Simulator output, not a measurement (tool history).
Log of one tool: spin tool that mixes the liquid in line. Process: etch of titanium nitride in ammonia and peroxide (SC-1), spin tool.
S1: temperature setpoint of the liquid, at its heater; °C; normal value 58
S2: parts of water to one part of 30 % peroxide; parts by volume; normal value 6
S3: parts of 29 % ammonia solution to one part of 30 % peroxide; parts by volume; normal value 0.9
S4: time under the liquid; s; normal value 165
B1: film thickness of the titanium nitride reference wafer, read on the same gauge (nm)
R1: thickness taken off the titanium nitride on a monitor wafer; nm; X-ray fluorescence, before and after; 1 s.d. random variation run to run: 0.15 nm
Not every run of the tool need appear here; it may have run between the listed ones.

run 1 hour=0 | S1=58 S2=6 S3=0.9 S4=165 | B1=120 | R1=48.76
run 2 hour=9.8 | S1=58 S2=6 S3=0.9 S4=165 | B1=120.01 | R1=48.71
run 3 hour=19.8 | S1=58 S2=6 S3=0.9 S4=165 | B1=119.99 | R1=48.7
run 4 hour=36.4 | S1=58 S2=5 S3=0.5 S4=115 | B1=120.02 | R1=34.06
run 5 hour=51.9 | S1=63.5 S2=6 S3=0.75 S4=90 | B1=119.99 | R1=37.06
-- hour=58.7 thermometer replaced
run 6 hour=68.7 | S1=61.5 S2=5 S3=1.2 S4=165 | B1=120.03 | R1=66.25
run 7 hour=86.4 | S1=58 S2=6 S3=0.9 S4=165 | B1=119.99 | R1=46.89
run 8 hour=127.9 | S1=58 S2=9 S3=0.55 S4=240 | B1=120.03 | R1=52.34
run 9 hour=138 | S1=66 S2=5 S3=0.75 S4=250 | B1=120 | R1=127.63
run 10 hour=149.5 | S1=66.5 S2=8 S3=1.05 S4=115 | B1=120.03 | R1=50.69
run 11 hour=157.9 | S1=58 S2=6 S3=0.9 S4=165 | B1=119.97 | R1=47.12
run 12 hour=167.3 | S1=50.5 S2=8.5 S3=1.2 S4=165 | B1=120 | R1=24.9
run 13 hour=173.4 | S1=58 S2=6 S3=0.9 S4=165 | B1=119.99 | R1=47.23
-- hour=184.5 ammonia flow meter replaced
run 14 hour=203.1 | S1=49 S2=6 S3=0.9 S4=230 | B1=120.01 | R1=35.54
-- hour=211.7 heated supply line repaired
-- hour=213.1 gauge calibrated
run 15 hour=220.4 | S1=54.5 S2=6 S3=1.2 S4=165 | B1=119.99 | R1=38.57
run 16 hour=230 | S1=64 S2=6 S3=0.9 S4=165 | B1=119.99 | R1=69.88
run 17 hour=240.8 | S1=52.5 S2=8 S3=0.8 S4=100 | B1=119.97 | R1=17.04
run 18 hour=258.4 | S1=58 S2=6 S3=0.9 S4=165 | B1=119.98 | R1=47.06
run 19 hour=299.6 | S1=58 S2=6 S3=0.9 S4=165 | B1=120.03 | R1=47.42
run 20 hour=306.6 | S1=63 S2=5 S3=0.5 S4=165 | B1=120.01 | R1=65.8
run 21 hour=319.6 | S1=58 S2=9 S3=0.9 S4=165 | B1=120 | R1=39.09
run 22 hour=330.4 | S1=51.5 S2=6 S3=0.45 S4=75 | B1=119.99 | R1=12.51
run 23 hour=348.2 | S1=58 S2=8 S3=0.9 S4=165 | B1=119.98 | R1=41.66
run 24 hour=359.9 | S1=63.5 S2=6 S3=0.75 S4=90 | B1=119.97 | R1=35.97

Alternative continuations, all from the tool just after run 24; predict every row:
run A hour=360.4 | S1=58 S2=7 S3=0.9 S4=165 | B1=? | R1=?
run B hour=360.4 | S1=58 S2=9 S3=0.9 S4=190 | B1=? | R1=?
run C hour=360.4 | S1=51.5 S2=5 S3=0.9 S4=115 | B1=? | R1=?
run D hour=360.4 | S1=58 S2=7.5 S3=1.05 S4=165 | B1=? | R1=?

run=A B1=120.01 R1=44.35
run=B B1=120.01 R1=45.22
run=C B1=120.01 R1=23.2
run=D B1=120.01 R1=43.84
Take away the tool's hidden state, keep each run's random variation, and the runs would have read:
run=A R1=43.94
run=B R1=44.8
run=C R1=22.98
run=D R1=43.44
